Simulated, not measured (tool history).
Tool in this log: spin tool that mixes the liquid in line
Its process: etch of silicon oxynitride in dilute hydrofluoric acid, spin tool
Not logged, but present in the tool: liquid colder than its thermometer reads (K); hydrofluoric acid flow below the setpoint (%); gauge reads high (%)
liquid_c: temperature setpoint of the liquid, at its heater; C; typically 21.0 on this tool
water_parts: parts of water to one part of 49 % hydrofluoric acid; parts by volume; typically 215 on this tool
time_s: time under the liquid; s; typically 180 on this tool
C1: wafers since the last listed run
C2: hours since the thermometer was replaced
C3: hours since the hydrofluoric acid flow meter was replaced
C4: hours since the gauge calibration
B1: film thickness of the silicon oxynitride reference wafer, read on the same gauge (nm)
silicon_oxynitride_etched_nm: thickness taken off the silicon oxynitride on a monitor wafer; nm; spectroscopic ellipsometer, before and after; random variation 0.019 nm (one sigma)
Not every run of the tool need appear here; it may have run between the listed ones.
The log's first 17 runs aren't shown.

Run 18, hour 388.9: usual settings but water_parts 250 parts by volume, time_s 250 s; C1 82; C2 2251.1; C3 1805.2; C4 321.0; B1 149.999. Result: silicon_oxynitride_etched_nm 1.310 nm.
Run 19, hour 416.3: usual settings but liquid_c 25.0 C, water_parts 160 parts by volume, time_s 225 s; C1 128; C2 2278.5; C3 1832.6; C4 348.4; B1 149.981. Result: silicon_oxynitride_etched_nm 2.351 nm.
Run 20, hour 435.8: usual settings but water_parts 255 parts by volume; C1 91; C2 2298.0; C3 1852.1; C4 367.9; B1 150.065. Result: silicon_oxynitride_etched_nm 0.900 nm.
Run 21, hour 451.6: usual settings but liquid_c 23.0 C, water_parts 170 parts by volume, time_s 125 s; C1 74; C2 2313.8; C3 1867.9; C4 383.7; B1 150.017. Result: silicon_oxynitride_etched_nm 1.083 nm.
Run 22, hour 470.1: usual settings but water_parts 245 parts by volume; C1 86; C2 2332.3; C3 1886.4; C4 402.2; B1 149.981. Result: silicon_oxynitride_etched_nm 0.933 nm.
Run 23, hour 495.0: usual settings but water_parts 290 parts by volume, time_s 230 s; C1 116; C2 2357.2; C3 1911.3; C4 427.1; B1 150.014. Result: silicon_oxynitride_etched_nm 0.980 nm.
Run 24, hour 513.5: usual settings but time_s 135 s; C1 86; C2 2375.7; C3 1929.8; C4 445.6; B1 150.034. Result: silicon_oxynitride_etched_nm 0.822 nm.
At hour 515.9: gauge calibrated.
At hour 525.6: hydrofluoric acid flow meter replaced.
Run 25, hour 535.2: usual settings but water_parts 285 parts by volume, time_s 135 s; C1 97; C2 2397.4; C3 9.6; C4 19.3; B1 150.007. Result: silicon_oxynitride_etched_nm 0.684 nm.
Run 26, hour 566.1: usual settings but liquid_c 17.0 C, water_parts 135 parts by volume, time_s 220 s; C1 145; C2 2428.3; C3 40.5; C4 50.2; B1 150.023. Result: silicon_oxynitride_etched_nm 2.162 nm.
At hour 579.2: thermometer replaced.
Run 27, hour 600.2: usual settings; C1 155; C2 21.0; C3 74.6; C4 84.3; B1 150.012. Result: silicon_oxynitride_etched_nm 1.276 nm.
Run 28, hour 632.5: usual settings but liquid_c 24.5 C; C1 151; C2 53.3; C3 106.9; C4 116.6; B1 149.989. Result: silicon_oxynitride_etched_nm 1.479 nm.
Run 29, hour 667.3: usual settings but liquid_c 17.0 C; C1 163; C2 88.1; C3 141.7; C4 151.4; B1 150.011. Result: silicon_oxynitride_etched_nm 1.041 nm.
Run 30, hour 679.4: usual settings but water_parts 290 parts by volume; C1 56; C2 100.2; C3 153.8; C4 163.5; B1 150.008. Result: silicon_oxynitride_etched_nm 0.869 nm.
Run 31, hour 693.4: usual settings but liquid_c 17.5 C, water_parts 130 parts by volume; C1 65; C2 114.2; C3 167.8; C4 177.5; B1 150.022. Result: silicon_oxynitride_etched_nm 1.881 nm.
Run 32, hour 709.1: usual settings; C1 73; C2 129.9; C3 183.5; C4 193.2; B1 149.931. Result: silicon_oxynitride_etched_nm 1.256 nm.
Run 33, hour 745.1: usual settings but liquid_c 25.0 C; C1 168; C2 165.9; C3 219.5; C4 229.2; B1 150.025. Result: silicon_oxynitride_etched_nm 1.523 nm.
Run 34, hour 774.9: usual settings but water_parts 260 parts by volume, time_s 260 s; C1 139; C2 195.7; C3 249.3; C4 259.0; B1 149.987. Result: silicon_oxynitride_etched_nm 1.466 nm.

3 ways to go on from here, each from the tool as it stands after run 34. What would each give?
Run A, hour 775.4: usual settings; C1 2; C2 196.2; C3 249.8; C4 259.5; B1 ?. Result: silicon_oxynitride_etched_nm ?.
Run B, hour 775.4: usual settings but time_s 125 s; C1 2; C2 196.2; C3 249.8; C4 259.5; B1 ?. Result: silicon_oxynitride_etched_nm ?.
Run C, hour 775.4: usual settings but liquid_c 23.5 C, time_s 215 s; C1 2; C2 196.2; C3 249.8; C4 259.5; B1 ?. Result: silicon_oxynitride_etched_nm ?.

run       B1  silicon_oxynitride_etched_nm
  A  149.991                         1.216
  B  149.991                         0.844
  C  149.991                         1.625
Had the tool no hidden state, the same runs would have come out as:
run  silicon_oxynitride_etched_nm
  A                         1.264
  B                         0.878
  C                         1.689

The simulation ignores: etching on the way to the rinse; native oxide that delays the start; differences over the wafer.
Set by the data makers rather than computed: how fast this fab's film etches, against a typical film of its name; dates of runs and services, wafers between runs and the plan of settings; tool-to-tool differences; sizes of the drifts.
